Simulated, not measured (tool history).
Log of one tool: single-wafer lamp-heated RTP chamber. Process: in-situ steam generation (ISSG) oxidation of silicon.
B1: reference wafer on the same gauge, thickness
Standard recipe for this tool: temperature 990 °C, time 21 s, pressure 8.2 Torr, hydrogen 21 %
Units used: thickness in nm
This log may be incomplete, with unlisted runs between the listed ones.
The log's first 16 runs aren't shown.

{"run": 17, "hour": 791.0, "temperature": 985, "time": 27, "pressure": 8.2, "hydrogen": 21, "B1": 5.736, "thickness": 6.31}
{"run": 18, "hour": 815.5, "temperature": 990, "time": 21, "pressure": 9.0, "hydrogen": 17, "B1": 5.747, "thickness": 5.506}
{"run": 19, "hour": 867.2, "temperature": 976, "time": 21, "pressure": 6.9, "hydrogen": 21, "B1": 5.75, "thickness": 5.456}
{"hour": 884.0, "done": "pressure gauge zeroed"}
{"hour": 915.8, "done": "hydrogen flow controller replaced"}
{"run": 20, "hour": 923.8, "temperature": 990, "time": 21, "pressure": 8.2, "hydrogen": 21, "B1": 5.757, "thickness": 5.809}
{"run": 21, "hour": 977.8, "temperature": 990, "time": 21, "pressure": 7.3, "hydrogen": 17, "B1": 5.754, "thickness": 5.491}
{"hour": 1000.4, "done": "gauge calibrated"}
{"run": 22, "hour": 1116.4, "temperature": 975, "time": 24, "pressure": 8.7, "hydrogen": 16, "B1": 5.757, "thickness": 5.455}
{"run": 23, "hour": 1173.3, "temperature": 1001, "time": 17, "pressure": 9.6, "hydrogen": 27, "B1": 5.752, "thickness": 5.72}
{"run": 24, "hour": 1239.0, "temperature": 990, "time": 21, "pressure": 8.2, "hydrogen": 21, "B1": 5.744, "thickness": 5.864}
{"run": 25, "hour": 1267.8, "temperature": 990, "time": 16, "pressure": 6.9, "hydrogen": 14, "B1": 5.753, "thickness": 4.642}
{"run": 26, "hour": 1299.2, "temperature": 990, "time": 21, "pressure": 8.2, "hydrogen": 21, "B1": 5.732, "thickness": 5.856}
{"run": 27, "hour": 1346.5, "temperature": 1009, "time": 13, "pressure": 7.4, "hydrogen": 28, "B1": 5.754, "thickness": 5.503}
{"run": 28, "hour": 1415.1, "temperature": 990, "time": 21, "pressure": 8.2, "hydrogen": 21, "B1": 5.742, "thickness": 5.889}
{"run": 29, "hour": 1478.9, "temperature": 990, "time": 21, "pressure": 8.2, "hydrogen": 21, "B1": 5.768, "thickness": 5.885}
{"run": 30, "hour": 1508.7, "temperature": 990, "time": 21, "pressure": 8.2, "hydrogen": 21, "B1": 5.751, "thickness": 5.922}
{"run": 31, "hour": 1580.7, "temperature": 1006, "time": 21, "pressure": 8.2, "hydrogen": 15, "B1": 5.757, "thickness": 5.887}

Alternative continuations, all from the tool just after run 31; predict every row:
{"run": "A", "hour": 1581.2, "temperature": 1001, "time": 21, "pressure": 8.2, "hydrogen": 21, "B1": "?", "thickness": "?"}
{"run": "B", "hour": 1581.2, "temperature": 990, "time": 21, "pressure": 6.9, "hydrogen": 24, "B1": "?", "thickness": "?"}
{"run": "C", "hour": 1581.2, "temperature": 990, "time": 21, "pressure": 9.5, "hydrogen": 13, "B1": "?", "thickness": "?"}
{"run": "D", "hour": 1581.2, "temperature": 990, "time": 21, "pressure": 9.5, "hydrogen": 21, "B1": "?", "thickness": "?"}

run=A B1=5.753 thickness=6.207
run=B B1=5.753 thickness=6.100
run=C B1=5.753 thickness=5.282
run=D B1=5.753 thickness=5.843
Take away the tool's hidden state, keep each run's random variation, and the runs would have read:
run=A thickness=5.951
run=B thickness=5.865
run=C thickness=5.080
run=D thickness=5.618
